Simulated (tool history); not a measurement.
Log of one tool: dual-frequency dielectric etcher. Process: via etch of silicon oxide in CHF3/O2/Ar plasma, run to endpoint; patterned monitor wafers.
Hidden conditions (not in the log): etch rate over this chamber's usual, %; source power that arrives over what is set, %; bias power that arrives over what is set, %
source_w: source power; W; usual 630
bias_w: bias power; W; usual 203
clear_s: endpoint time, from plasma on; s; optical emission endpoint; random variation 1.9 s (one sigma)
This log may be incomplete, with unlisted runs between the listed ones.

run	hour	source_w	bias_w	wafers since the last listed run	hours since the last wet clean	hours since the last source power generator calibration	hours since the last bias power generator calibration	hours since the last upper electrode change	incoming incoming film thickness, nm	clear_s
1	0	630	232	0	291.3	3030.8	3220.7	6212.8	735.9	310.5
2	9.5	510	203	32	300.8	3040.3	3230.2	6222.3	744.8	346.1
3	20.1	510	203	36	311.4	3050.9	3240.8	6232.9	734.4	338.6
4	26.3	630	219	21	317.6	3057.1	3247	6239.1	729.6	314
# hour 71.4: wet clean of the chamber
5	72.5	630	219	75	1.1	3103.3	3293.2	6285.3	736.4	304
# hour 104.4: wet clean of the chamber, repeated, since the last time left the tool worse
6	104.9	560	181	28	0.5	3135.7	3325.6	6317.7	728.5	352.4
7	105.3	560	181	1	0.9	3136.1	3326	6318.1	738.6	359.7
8	114.6	560	181	31	10.2	3145.4	3335.3	6327.4	732.1	353.4
# hour 134.2: source power generator calibrated
# hour 144.7: upper electrode replaced
# hour 147.4: bias power generator calibrated
9	147.9	580	203	54	43.5	13.7	0.5	3.2	733	333.1
10	148.3	720	162	1	43.9	14.1	0.9	3.6	735.4	346.3
11	150.7	630	203	8	46.3	16.5	3.3	6	730.6	329.7
12	161	630	203	35	56.6	26.8	13.6	16.3	741.6	330.7
13	174.5	750	203	46	70.1	40.3	27.1	29.8	733.6	312
14	183.9	630	238	32	79.5	49.7	36.5	39.2	736	307.7
15	198.1	490	162	48	93.7	63.9	50.7	53.4	738.7	381.4
16	215.3	730	234	58	110.9	81.1	67.9	70.6	745	302.3

Forecast each of these 3 alternatives for the next run:
A	215.8	630	157	1	111.4	81.6	68.4	71.1	729.1	?
B	215.8	760	161	1	111.4	81.6	68.4	71.1	729.1	?
C	215.8	630	190	1	111.4	81.6	68.4	71.1	729.1	?

run	clear_s
A	361
B	340.2
C	335.8
Take away the tool's hidden state, keep each run's random variation, and the runs would have read:
run	clear_s
A	365.8
B	344.7
C	340.3
